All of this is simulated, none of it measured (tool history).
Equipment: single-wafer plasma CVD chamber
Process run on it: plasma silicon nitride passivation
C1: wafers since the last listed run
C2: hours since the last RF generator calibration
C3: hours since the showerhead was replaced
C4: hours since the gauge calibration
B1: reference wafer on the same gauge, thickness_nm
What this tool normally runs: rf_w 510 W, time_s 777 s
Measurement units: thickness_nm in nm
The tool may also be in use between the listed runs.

run 1 hour=0 | rf_w=440 time_s=777 | C1=0 C2=1040.2 C3=5029 C4=123.7 | B1=1249.138 | thickness_nm=1147.594
run 2 hour=17.3 | rf_w=510 time_s=777 | C1=57 C2=1057.5 C3=5046.3 C4=141 | B1=1249.127 | thickness_nm=1199.825
run 3 hour=49.7 | rf_w=510 time_s=777 | C1=107 C2=1089.9 C3=5078.7 C4=173.4 | B1=1247.505 | thickness_nm=1191.71
run 4 hour=65.8 | rf_w=510 time_s=777 | C1=53 C2=1106 C3=5094.8 C4=189.5 | B1=1248.583 | thickness_nm=1205.27
run 5 hour=92.5 | rf_w=510 time_s=777 | C1=88 C2=1132.7 C3=5121.5 C4=216.2 | B1=1246.285 | thickness_nm=1202.027
run 6 hour=114.4 | rf_w=510 time_s=686 | C1=72 C2=1154.6 C3=5143.4 C4=238.1 | B1=1250.804 | thickness_nm=1064.489
run 7 hour=138.2 | rf_w=510 time_s=687 | C1=78 C2=1178.4 C3=5167.2 C4=261.9 | B1=1248.76 | thickness_nm=1064.398
run 8 hour=169.7 | rf_w=510 time_s=777 | C1=104 C2=1209.9 C3=5198.7 C4=293.4 | B1=1247.681 | thickness_nm=1202.433
run 9 hour=190.9 | rf_w=510 time_s=777 | C1=70 C2=1231.1 C3=5219.9 C4=314.6 | B1=1250.585 | thickness_nm=1201.611
run 10 hour=219.1 | rf_w=510 time_s=777 | C1=93 C2=1259.3 C3=5248.1 C4=342.8 | B1=1251.339 | thickness_nm=1211.445
run 11 hour=242.3 | rf_w=430 time_s=777 | C1=76 C2=1282.5 C3=5271.3 C4=366 | B1=1249.361 | thickness_nm=1138.325
run 12 hour=265.9 | rf_w=430 time_s=777 | C1=78 C2=1306.1 C3=5294.9 C4=389.6 | B1=1253.678 | thickness_nm=1138.78

What will run 13 give?
run 13 hour=285.7 | rf_w=510 time_s=837 | C1=65 C2=1325.9 C3=5314.7 C4=409.4 | B1=? | thickness_nm=?

{"run 13": {"B1": 1251.551, "thickness_nm": 1285.939}}
On a tool with no hidden condition, and with the same random variation, this run would have come out at thickness_nm 1285.939 nm.
